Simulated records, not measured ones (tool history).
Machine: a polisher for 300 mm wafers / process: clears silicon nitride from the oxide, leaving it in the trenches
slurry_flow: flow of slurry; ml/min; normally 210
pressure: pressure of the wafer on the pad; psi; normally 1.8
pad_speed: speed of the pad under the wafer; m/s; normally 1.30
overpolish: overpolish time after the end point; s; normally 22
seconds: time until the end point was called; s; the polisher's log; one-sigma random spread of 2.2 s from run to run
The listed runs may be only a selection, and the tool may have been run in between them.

run     day  slurry_flow  pressure  pad_speed  overpolish  wafers since the last listed run  wafers polished on this pad  hours since the slurry nozzle was cleaned  hours since the head pressure was calibrated  incoming thickness of the incoming film, nm  seconds
  1   0.000          210       2.2       1.30          22                                 0                          477                                      209.3                                         451.1                                        104.9    104.0
  2   0.542          210       2.2       1.30          22                               143                          620                                      222.3                                         464.1                                        103.7    106.3
  3   0.796          210       2.2       1.30          22                                67                          688                                      228.4                                         470.2                                        104.6    106.4
  4   1.258          210       1.8       1.30          16                               122                          811                                      239.5                                         481.3                                        104.7    125.0
  5   1.850          210       1.8       1.30          16                               157                          968                                      253.7                                         495.5                                        104.5    128.9
  6   2.171          210       1.8       1.30          16                                85                         1053                                      261.4                                         503.2                                        107.4    138.3
      2.592  -- worn pad replaced by a new one
  7   2.612          185       1.8       1.30          22                                73                            5                                      272.0                                         513.8                                        106.8    138.6
  8   3.079          210       1.8       0.96          22                               123                          129                                      283.2                                         525.0                                        103.4    184.3
  9   3.762          210       1.8       0.96          22                               181                          310                                      299.6                                         541.4                                        104.9    188.5
 10   4.100          210       1.8       0.98          22                                89                          400                                      307.7                                         549.5                                        106.3    185.7
 11   4.838          210       1.8       0.98          22                               195                          596                                      325.4                                         567.2                                        105.2    184.9
      5.425  -- worn pad replaced by a new one, repeated, since the last time left the tool worse
 12   5.575          210       1.8       0.98          22                               151                           39                                      343.1                                         584.9                                        103.0    161.9
 13   5.900          250       1.8       1.30          22                                86                          125                                      350.9                                         592.7                                        105.6    120.7
      6.162  -- slurry nozzle cleaned
 14   6.192          250       1.8       1.30          22                                66                          192                                        0.7                                         599.7                                        106.1    122.4
 15   6.725          135       1.6       1.30          31                               141                          333                                       13.5                                         612.5                                        104.8    143.2
 16   7.408          210       1.8       1.30          28                               181                          515                                       29.9                                         628.9                                        104.5    126.9
 17   8.021          210       1.8       1.30          22                               162                          677                                       44.6                                         643.6                                        105.3    128.4
 18   8.321          210       2.3       1.30          22                                79                          757                                       51.8                                         650.8                                        104.4    102.1
      8.892  -- head pressure recalibrated
 19   8.912          210       1.5       1.56          22                               135                          892                                       66.0                                           0.5                                        104.9    122.0
 20   9.175          210       1.2       1.30          22                                69                          962                                       72.3                                           6.8                                        104.4    181.3
      9.362  -- worn pad replaced by a new one
 21   9.608          270       2.0       1.44          32                                70                           64                                       82.7                                          17.2                                        105.4     98.1
 22   9.912          235       1.8       1.72          22                                80                          145                                       90.0                                          24.5                                        105.8     93.1
 23  10.579          210       1.8       0.84          22                               177                          322                                      106.0                                          40.5                                        104.8    189.7
 24  10.983          210       2.1       1.30          22                               107                          430                                      115.7                                          50.2                                        105.9    111.5
 25  11.271          210       1.8       1.30          30                                76                          506                                      122.6                                          57.1                                        104.0    125.8
 26  11.933          210       1.8       1.30          22                               175                          682                                      138.5                                          73.0                                        105.8    125.7
 27  12.558          210       1.4       1.30          15                               166                          848                                      153.5                                          88.0                                        104.4    154.1
 28  12.838          210       1.4       1.30          15                                74                          922                                      160.2                                          94.7                                        104.5    157.4
     13.479  -- worn pad replaced by a new one
 29  13.504          160       2.1       1.30          18                               132                            6                                      176.2                                         110.7                                        104.8    108.4

Consider 4 possible next runs. They are alternatives, not a sequence: every one starts from the tool as it was left by run 29. What does each give?
  A  13.525          210       1.4       1.30          22                                 5                           11                                      176.7                                         111.2                                        105.2        ?
  B  13.525          180       1.8       1.30          22                                 5                           11                                      176.7                                         111.2                                        105.2        ?
  C  13.525          180       2.0       0.96          25                                 5                           11                                      176.7                                         111.2                                        105.2        ?
  D  13.525          240       2.3       1.52          27                                 5                           11                                      176.7                                         111.2                                        105.2        ?

run  seconds
  A    148.3
  B    122.5
  C    151.8
  D     83.3
Take away the tool's hidden state, keep each run's random variation, and the runs would have read:
run  seconds
  A    148.2
  B    122.4
  C    151.7
  D     83.2
